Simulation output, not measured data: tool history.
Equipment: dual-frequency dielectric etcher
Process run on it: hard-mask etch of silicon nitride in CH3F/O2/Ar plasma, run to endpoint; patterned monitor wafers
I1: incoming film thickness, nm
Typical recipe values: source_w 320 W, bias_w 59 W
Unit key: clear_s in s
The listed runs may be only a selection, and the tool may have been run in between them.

Run 1, hour 0.0: usual settings; I1 27.23. Result: clear_s 48.5 s.
Run 2, hour 8.3: usual settings; I1 27.74. Result: clear_s 49.4 s.
Run 3, hour 22.3: usual settings; I1 27.75. Result: clear_s 49.4 s.
Run 4, hour 39.6: usual settings; I1 27.53. Result: clear_s 48.9 s.
Run 5, hour 49.8: usual settings; I1 27.73. Result: clear_s 49.4 s.
At hour 63.9: bias power generator calibrated.
Run 6, hour 66.8: usual settings; I1 27.44. Result: clear_s 48.4 s.
Run 7, hour 74.5: usual settings; I1 27.65. Result: clear_s 49.0 s.
Run 8, hour 89.2: usual settings; I1 27.58. Result: clear_s 48.8 s.
Run 9, hour 98.5: usual settings; I1 27.60. Result: clear_s 49.0 s.
Run 10, hour 115.9: usual settings; I1 27.72. Result: clear_s 48.7 s.
Run 11, hour 124.0: usual settings but source_w 280 W; I1 27.71. Result: clear_s 51.0 s.
Run 12, hour 139.6: usual settings but source_w 350 W, bias_w 49 W; I1 27.58. Result: clear_s 52.3 s.
Run 13, hour 147.8: usual settings but source_w 390 W, bias_w 72 W; I1 27.56. Result: clear_s 41.4 s.
Run 14, hour 160.0: usual settings; I1 27.76. Result: clear_s 49.0 s.
Run 15, hour 192.4: usual settings but source_w 350 W, bias_w 50 W; I1 27.39. Result: clear_s 51.3 s.
Run 16, hour 205.1: usual settings but source_w 350 W, bias_w 46 W; I1 27.61. Result: clear_s 54.2 s.
At hour 236.4: wet clean of the chamber.
At hour 251.9: upper electrode replaced.
Run 17, hour 252.4: usual settings but source_w 380 W; I1 27.60. Result: clear_s 48.1 s.
Run 18, hour 252.7: usual settings; I1 27.53. Result: clear_s 50.5 s.
Run 19, hour 253.1: usual settings but source_w 370 W, bias_w 48 W; I1 27.63. Result: clear_s 54.2 s.
Run 20, hour 253.4: usual settings; I1 27.23. Result: clear_s 50.1 s.
Run 21, hour 261.8: usual settings but source_w 270 W, bias_w 48 W; I1 27.52. Result: clear_s 59.4 s.
Run 22, hour 270.8: usual settings but source_w 380 W, bias_w 63 W; I1 27.67. Result: clear_s 46.5 s.
Run 23, hour 286.8: usual settings; I1 27.60. Result: clear_s 50.5 s.
Run 24, hour 299.3: usual settings but source_w 270 W, bias_w 51 W; I1 27.81. Result: clear_s 57.6 s.
Run 25, hour 313.9: usual settings but bias_w 64 W; I1 27.56. Result: clear_s 48.4 s.
Run 26, hour 328.9: usual settings; I1 27.45. Result: clear_s 50.3 s.
Run 27, hour 340.3: usual settings; I1 27.37. Result: clear_s 49.8 s.
Run 28, hour 350.6: usual settings but source_w 260 W, bias_w 48 W; I1 27.59. Result: clear_s 59.7 s.
Run 29, hour 365.5: usual settings; I1 27.65. Result: clear_s 50.1 s.
Run 30, hour 374.5: usual settings; I1 27.93. Result: clear_s 50.7 s.
Run 31, hour 383.0: usual settings; I1 27.24. Result: clear_s 49.3 s.
Run 32, hour 391.0: usual settings; I1 27.44. Result: clear_s 49.9 s.
Run 33, hour 405.2: usual settings but source_w 280 W, bias_w 50 W; I1 27.51. Result: clear_s 56.5 s.
Run 34, hour 422.1: usual settings but source_w 270 W, bias_w 69 W; I1 27.71. Result: clear_s 48.5 s.
Run 35, hour 430.7: usual settings but bias_w 44 W; I1 27.75. Result: clear_s 58.9 s.
Run 36, hour 447.8: usual settings but source_w 370 W; I1 28.11. Result: clear_s 48.8 s.

Pick out some run-to-run changes in clear_s. Of each, how much would a tool without hidden state show as well, from the settings, what came in and chance, and how much is left for the hidden state and any gauge scatter not in both results compared?
Unlogged tool condition in this case: etch rate over this chamber's usual, %; source power that arrives over what is set, %; bias power that arrives over what is set, %.
Run 12 -> 13: source_w 350 -> 390, bias_w 49 -> 72. clear_s -10.9 s: hidden state +0.3, all else -11.2.
Run 13 -> 14: source_w 390 -> 320, bias_w 72 -> 59. clear_s +7.6 s: hidden state -0.4, all else +8.0.
Run 16 -> 17: source_w 350 -> 380, bias_w 46 -> 59, wet clean of the chamber, upper electrode replaced. clear_s -6.1 s: hidden state +2.2, all else -8.3.
Run 21 -> 22: source_w 270 -> 380, bias_w 48 -> 63. clear_s -12.9 s: hidden state -0.1, all else -12.8.
Run 34 -> 35: source_w 270 -> 320, bias_w 69 -> 44. clear_s +10.4 s: hidden state -0.1, all else +10.5.
